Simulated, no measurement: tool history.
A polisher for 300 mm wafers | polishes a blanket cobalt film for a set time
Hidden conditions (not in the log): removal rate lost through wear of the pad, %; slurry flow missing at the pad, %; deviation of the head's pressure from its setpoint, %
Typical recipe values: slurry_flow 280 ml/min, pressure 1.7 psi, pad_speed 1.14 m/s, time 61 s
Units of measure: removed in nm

run,hour,slurry_flow,pressure,pad_speed,time,wafers since the last listed run,wafers polished on this pad,hours since the slurry nozzle was cleaned,hours since the head pressure was calibrated,"incoming thickness of the incoming film, nm",removed
1,0,280,1.7,1.14,61,0,324,394.6,998.6,815.4,264.7
2,15,280,1.7,1.14,61,204,528,409.6,1013.6,820.4,259.4
3,28.4,280,1.5,1.14,61,182,711,423,1027,827.5,223.8
4,35,280,1.7,1.14,61,89,801,429.6,1033.6,805.4,255.2
5,45.8,280,1.7,1.14,61,146,948,440.4,1044.4,812.1,251.3
# hour 56.8: worn pad replaced by a new one
6,59.6,280,1.7,1.14,69,133,38,454.2,1058.2,818.6,301.7
7,71.9,280,1.7,1.14,69,167,206,466.5,1070.5,836.9,299.3
8,85.3,280,1.7,1.14,61,182,388,479.9,1083.9,826.6,264.4
9,100,280,1.7,1.14,61,200,588,494.6,1098.6,821.9,259.4
10,123.4,280,1.7,1.14,61,318,907,518,1122,836.4,252.2
# hour 133.4: worn pad replaced by a new one
11,137.3,280,1.7,1.14,61,134,53,531.9,1135.9,819.4,264.5
12,152.6,280,1.7,1.14,61,208,261,547.2,1151.2,808.5,262.7
13,159.8,280,1.7,1.14,61,97,359,554.4,1158.4,821.3,259.5
14,174.8,280,1.7,1.26,61,204,563,569.4,1173.4,820.2,284.6
15,184,280,1.7,1.26,61,125,688,578.6,1182.6,815,280.6
# hour 195.6: head pressure recalibrated
16,196.1,280,1.7,1.26,61,137,826,590.7,0.5,818.9,275
# hour 209: slurry nozzle cleaned
17,209.5,280,1.7,1.14,61,168,995,0.5,13.9,823.9,261.1
# hour 225.1: worn pad replaced by a new one
18,225.6,335,1.7,1.14,61,164,6,16.6,30,823.7,279
19,239.1,205,1.2,0.9,56,183,190,30.1,43.5,817.2,137.2
20,255.1,350,1.9,1.5,75,217,407,46.1,59.5,814,503.2
21,262.3,365,1.9,1.36,61,97,505,53.3,66.7,817.3,368.6
22,268.5,315,1.9,1.14,75,84,590,59.5,72.9,813.6,374.5
23,275.4,335,1.7,1.14,61,93,684,66.4,79.8,829.2,273.4
24,290.8,335,1.7,1.14,61,209,893,81.8,95.2,817,264.7
# hour 296.3: worn pad replaced by a new one
25,299.4,220,1.7,1.14,61,62,42,90.4,103.8,827.6,267.8
26,315,245,1.7,1.14,61,212,254,106,119.4,831.1,270.7
27,327.7,245,1.9,1.4,61,172,427,118.7,132.1,821.9,362.8
28,340.3,280,1.7,1.14,61,171,599,131.3,144.7,817.1,266.7
29,353.7,365,1.7,1.14,61,182,781,144.7,158.1,827.3,269.9
30,363.4,190,1.9,1.14,49,132,913,154.4,167.8,827.8,220.7
# hour 379.2: worn pad replaced by a new one
31,381.2,280,1.7,0.86,61,187,27,172.2,185.6,827.6,203.8
32,391.5,280,1.7,1.14,46,140,167,182.5,195.9,828.3,203.5
33,400.1,280,1.7,1.14,81,117,284,191.1,204.5,829.6,354.1

Forecast each of these 5 alternatives for the next run:
A,400.5,355,1.7,1.14,61,5,290,191.5,204.9,829.7,?
B,400.5,340,1.9,0.82,42,5,290,191.5,204.9,829.7,?
C,400.5,315,1.7,1.14,61,5,290,191.5,204.9,829.7,?
D,400.5,280,1.7,1.46,61,5,290,191.5,204.9,829.7,?
E,400.5,320,1.7,1.28,76,5,290,191.5,204.9,829.7,?

run,removed
A,276.9
B,154.1
C,273.4
D,343.2
E,382
The same runs, with their run-to-run variation unchanged, on a tool lacking any hidden condition would have given:
run,removed
A,287.3
B,160.1
C,284.5
D,358.5
E,397.4
